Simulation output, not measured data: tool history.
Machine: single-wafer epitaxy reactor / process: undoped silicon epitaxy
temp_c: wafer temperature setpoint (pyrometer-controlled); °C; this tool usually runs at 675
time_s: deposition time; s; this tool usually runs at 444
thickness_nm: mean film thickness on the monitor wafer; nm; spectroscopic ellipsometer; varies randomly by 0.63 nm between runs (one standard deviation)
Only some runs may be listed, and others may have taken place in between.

run,day,temp_c,time_s,"read-back reference wafer on the same gauge, thickness_nm",thickness_nm
1,0,686,444,121.68,169.207
2,1.142,686,444,121.847,169.224
3,3.45,663,444,122.018,98.694
4,5.633,675,465,122.201,137.155
5,7.442,675,465,122.42,137.629
6,10.162,675,444,122.634,132.6
7,12.1,675,444,122.835,132.764
8,14.967,675,401,122.91,119.304
9,17.912,675,401,123.247,118.902
10,19.121,675,479,123.384,143.624
11,21.517,675,396,123.533,118.86
12,24.425,675,396,123.743,119.248
13,25.446,687,418,123.669,166.949
14,28.021,675,444,124.021,133.129
# day 28.75: gauge calibrated
# day 29.2: pyrometer calibrated
15,29.725,683,369,120.899,130.548
16,31.383,681,499,121.061,168.097
17,33.925,688,481,121.406,190.406
18,36.212,687,361,121.452,141.11
19,38.392,668,514,121.529,128.514
20,40.671,681,507,121.759,173.87
21,43.575,675,396,122.131,116.798
22,45.425,684,513,122.195,188.142
23,47.35,675,444,122.297,133.288
24,48.462,675,444,122.445,132.474
25,49.996,675,444,122.566,131.261

Each row is a separate what-if for the run after 25, all from the same tool condition, not one after another. Results?
A,50.017,670,444,?,?
B,50.017,662,444,?,?
C,50.017,664,382,?,?
D,50.017,675,419,?,?
E,50.017,667,495,?,?

run,"read-back reference wafer on the same gauge, thickness_nm",thickness_nm
A,122.603,117.418
B,122.603,96.856
C,122.603,87.47
D,122.603,124.739
E,122.603,121.841
With the hidden condition removed and each run's random variation left untouched, the same runs would have given:
run,thickness_nm
A,115.901
B,95.604
C,86.34
D,123.127
E,120.267
